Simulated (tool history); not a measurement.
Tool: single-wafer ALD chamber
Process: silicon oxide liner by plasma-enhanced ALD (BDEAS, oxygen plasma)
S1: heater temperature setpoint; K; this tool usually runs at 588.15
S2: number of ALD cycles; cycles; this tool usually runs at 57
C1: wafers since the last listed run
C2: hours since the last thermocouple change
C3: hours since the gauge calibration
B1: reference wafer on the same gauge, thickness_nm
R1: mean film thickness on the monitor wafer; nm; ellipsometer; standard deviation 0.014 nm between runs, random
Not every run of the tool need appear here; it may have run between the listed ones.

run,day,S1,S2,C1,C2,C3,B1,R1
1,0.000,588.15,57,0,1754.6,725.0,6.054,5.770
2,4.312,588.15,57,620,1858.1,828.5,6.064,5.742
# day 6.529: thermocouple changed; heater temperature recalibrated
3,6.896,588.15,57,323,8.8,890.5,6.073,5.755
4,8.792,580.15,57,272,54.3,936.0,6.074,5.821
5,11.788,588.15,57,431,126.2,1007.9,6.075,5.758
6,15.175,588.15,57,487,207.5,1089.2,6.082,5.779
7,17.475,588.15,57,331,262.7,1144.4,6.086,5.768
8,21.358,588.15,57,558,355.9,1237.6,6.094,5.765
9,24.779,588.15,57,492,438.0,1319.7,6.102,5.773
10,27.792,588.15,57,433,510.3,1392.0,6.104,5.812
11,29.446,588.15,57,238,550.0,1431.7,6.110,5.799
12,31.925,588.15,57,356,609.5,1491.2,6.112,5.821
13,34.492,588.15,57,369,671.1,1552.8,6.115,5.813
14,37.646,588.15,57,454,746.8,1628.5,6.119,5.806
15,41.983,588.15,57,624,850.9,1732.6,6.129,5.833
16,43.912,588.15,57,277,897.2,1778.9,6.132,5.822
17,46.412,588.15,57,359,957.2,1838.9,6.135,5.819
18,50.742,588.15,57,623,1061.1,1942.8,6.144,5.827
19,53.288,588.15,57,366,1122.2,2003.9,6.151,5.813
20,65.892,583.15,64,1814,1424.7,2306.4,6.169,6.603
# day 66.700: gauge calibrated
21,68.500,588.15,57,375,1487.3,43.2,6.006,5.673
22,72.058,588.15,62,512,1572.7,128.6,6.013,6.172
23,73.829,575.15,67,254,1615.2,171.1,6.017,6.820
24,77.450,575.15,57,521,1702.1,258.0,6.025,5.800
25,79.062,576.15,46,232,1740.8,296.7,6.024,4.701
26,80.988,575.15,46,277,1787.0,342.9,6.030,4.682
27,84.133,588.15,68,452,1862.5,418.4,6.034,6.828
28,87.512,596.15,63,486,1943.6,499.5,6.040,6.271
# day 90.388: thermocouple changed; heater temperature recalibrated
29,91.850,588.15,57,576,35.1,603.6,6.049,5.744
30,94.142,588.15,57,329,90.1,658.6,6.052,5.735
31,97.500,601.15,54,483,170.7,739.2,6.054,5.370
32,99.912,602.15,50,347,228.6,797.1,6.064,4.942
33,102.046,588.15,57,307,279.8,848.3,6.063,5.758
34,104.175,588.15,51,306,330.9,899.4,6.068,5.128
35,106.150,601.15,51,284,378.3,946.8,6.075,5.071
36,108.721,577.15,54,370,440.0,1008.5,6.077,5.536

Predict the results of run 37:
37,110.975,573.15,50,324,494.1,1062.6,?,?

B1: 6.080
R1: 5.173 nm
With no hidden state in the tool, this same run would have given R1 5.104 nm.
